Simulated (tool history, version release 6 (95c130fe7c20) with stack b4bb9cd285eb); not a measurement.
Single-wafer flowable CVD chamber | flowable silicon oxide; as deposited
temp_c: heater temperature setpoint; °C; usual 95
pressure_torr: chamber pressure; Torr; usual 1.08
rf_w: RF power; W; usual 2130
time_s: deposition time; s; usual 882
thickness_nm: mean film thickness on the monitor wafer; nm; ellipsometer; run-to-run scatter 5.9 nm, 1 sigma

run   hour  temp_c  pressure_torr  rf_w  time_s  wafers since the last listed run  hours since the last thermocouple change  hours since the last RF generator calibration  hours since the last manometer calibration  hours since the showerhead was replaced  hours since the gauge calibration  read-back reference wafer on the same gauge, thickness_nm  thickness_nm
  1      0      90           1.08  2130     882                                 0                                     672.6                                         2321.8                                       868.6                                   7254.7                              254.6                                                    1151.01      1267.564
  2   28.6      95           1.08  2130     882                                50                                     701.2                                         2350.4                                       897.2                                   7283.3                              283.2                                                   1148.769      1041.595
  3   60.3      95           1.08  2130    1020                                55                                     732.9                                         2382.1                                       928.9                                     7315                              314.9                                                   1149.631       1220.94
  4   76.8      95           1.08  2130     999                                29                                     749.4                                         2398.6                                       945.4                                   7331.5                              331.4                                                   1150.439      1185.404
  5  103.2      95           1.08  2130     999                                46                                     775.8                                           2425                                       971.8                                   7357.9                              357.8                                                   1151.418      1176.051
  6  127.9      95           1.08  2130     999                                43                                     800.5                                         2449.7                                       996.5                                   7382.6                              382.5                                                   1149.662      1183.932
  7  148.9      95           1.08  2130     882                                37                                     821.5                                         2470.7                                      1017.5                                   7403.6                              403.5                                                   1148.175      1051.851
  8  178.7     102           1.08  2130     814                                52                                     851.3                                         2500.5                                      1047.3                                   7433.4                              433.3                                                   1150.392       748.815
     192.9  -- showerhead replaced
  9    194     102           1.08  2130     814                                12                                     866.6                                         2515.8                                      1062.6                                      1.1                              448.6                                                   1150.128        741.33
       203  -- capacitance manometer re-zeroed and calibrated
     208.4  -- RF generator calibrated
 10  215.2      95           1.08  2130     882                                13                                     887.8                                            6.8                                        12.2                                     22.3                              469.8                                                   1146.717      1054.383
 11  230.4     102           1.08  2130     814                                26                                       903                                             22                                        27.4                                     37.5                                485                                                   1152.301       744.182
 12  265.1     102           1.17  2130     777                                61                                     937.7                                           56.7                                        62.1                                     72.2                              519.7                                                   1149.739       754.886
 13  294.5      87           1.08  2130    1054                                51                                     967.1                                           86.1                                        91.5                                    101.6                              549.1                                                   1150.426      1654.738
     304.6  -- gauge calibrated
 14  306.7      95           1.08  2130     999                                21                                     979.3                                           98.3                                       103.7                                    113.8                                2.1                                                   1149.818      1194.502
     331.8  -- thermocouple changed; heater temperature recalibrated
 15  335.5     105           0.96  1880     988                                36                                       3.7                                          127.1                                       132.5                                    142.6                               30.9                                                   1151.277       704.687
 16  357.2      95           1.08  2130     963                                38                                      25.4                                          148.8                                       154.2                                    164.3                               52.6                                                   1148.559      1146.801
 17  376.1     105           0.96  1880     988                                33                                      44.3                                          167.7                                       173.1                                    183.2                               71.5                                                   1147.963       707.477
 18  397.7      81           0.81  2325     731                                38                                      65.9                                          189.3                                       194.7                                    204.8                               93.1                                                   1149.165      1172.267
 19  434.9      95            1.3  1965     946                                65                                     103.1                                          226.5                                       231.9                                      242                              130.3                                                   1147.509      1260.655
 20  451.4      89           0.93  2130     749                                29                                     119.6                                            243                                       248.4                                    258.5                              146.8                                                   1152.679       996.845

For each entry between runs, how does the tool's hidden state at the last listed run before it compare with that at the first listed run after it?
After run 8, before run 9: showerhead replaced (hour 192.9)
  no difference in the tool's unlogged condition between these two runs
After run 9, before run 10: capacitance manometer re-zeroed and calibrated (hour 203); RF generator calibrated (hour 208.4)
  no difference in the tool's unlogged condition between these two runs
After run 13, before run 14: gauge calibrated (hour 304.6)
  no difference in the tool's unlogged condition between these two runs
After run 14, before run 15: thermocouple changed; heater temperature recalibrated (hour 331.8)
  no difference in the tool's unlogged condition between these two runs
